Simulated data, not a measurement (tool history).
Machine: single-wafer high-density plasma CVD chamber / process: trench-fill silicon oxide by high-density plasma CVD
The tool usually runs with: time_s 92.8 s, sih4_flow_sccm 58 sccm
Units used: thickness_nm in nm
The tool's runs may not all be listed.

run,hour,time_s,sih4_flow_sccm,"read-back reference wafer on the same gauge, thickness_nm",thickness_nm
1,0.0,92.8,53,489.267,413.663
2,65.0,92.8,53,490.338,413.169
3,103.8,92.8,53,490.526,412.766
4,157.4,84.3,50,489.913,354.689
5,207.2,84.3,50,489.989,353.288
# hour 249.4: gauge calibrated
6,272.9,92.8,58,490.108,450.776
7,315.9,92.8,58,490.150,448.398
8,340.9,92.8,62,489.802,481.068
9,395.2,92.8,62,490.358,479.878
10,422.5,92.8,62,490.231,480.672
11,453.6,85.3,50,489.930,355.507
12,477.8,85.3,50,489.734,354.040
13,536.6,85.3,50,489.358,354.828
14,574.2,92.8,58,489.906,449.170
15,604.4,105.6,69,489.783,606.466
# hour 669.7: silane flow controller replaced
16,713.1,85.3,50,490.063,381.617
17,757.5,85.8,66,490.083,506.116
18,799.6,82.1,53,489.524,388.034
19,1002.4,92.8,58,489.983,481.086
20,1027.8,92.8,53,489.918,437.789
# hour 1031.3: gauge calibrated
21,1083.4,108.3,50,490.620,484.922
22,1117.7,98.3,48,490.347,418.218
23,1160.6,107.7,69,490.506,657.968
24,1222.0,80.1,54,490.293,383.324
25,1281.9,92.8,58,490.521,477.542
26,1313.9,92.8,52,490.733,427.607
27,1380.5,92.8,58,490.281,478.670
28,1425.9,110.2,58,489.632,566.533

Forecast each of these 5 alternatives for the next run:
A,1426.3,92.8,58,?,?
B,1426.3,87.1,64,?,?
C,1426.3,109.6,58,?,?
D,1426.3,98.5,62,?,?
E,1426.3,84.5,62,?,?

run,"read-back reference wafer on the same gauge, thickness_nm",thickness_nm
A,490.178,479.072
B,490.178,496.162
C,490.178,565.801
D,490.178,543.567
E,490.178,466.309
The same runs, with their run-to-run variation unchanged, on a tool lacking any hidden condition would have given:
run,thickness_nm
A,483.315
B,500.556
C,570.812
D,548.381
E,470.439
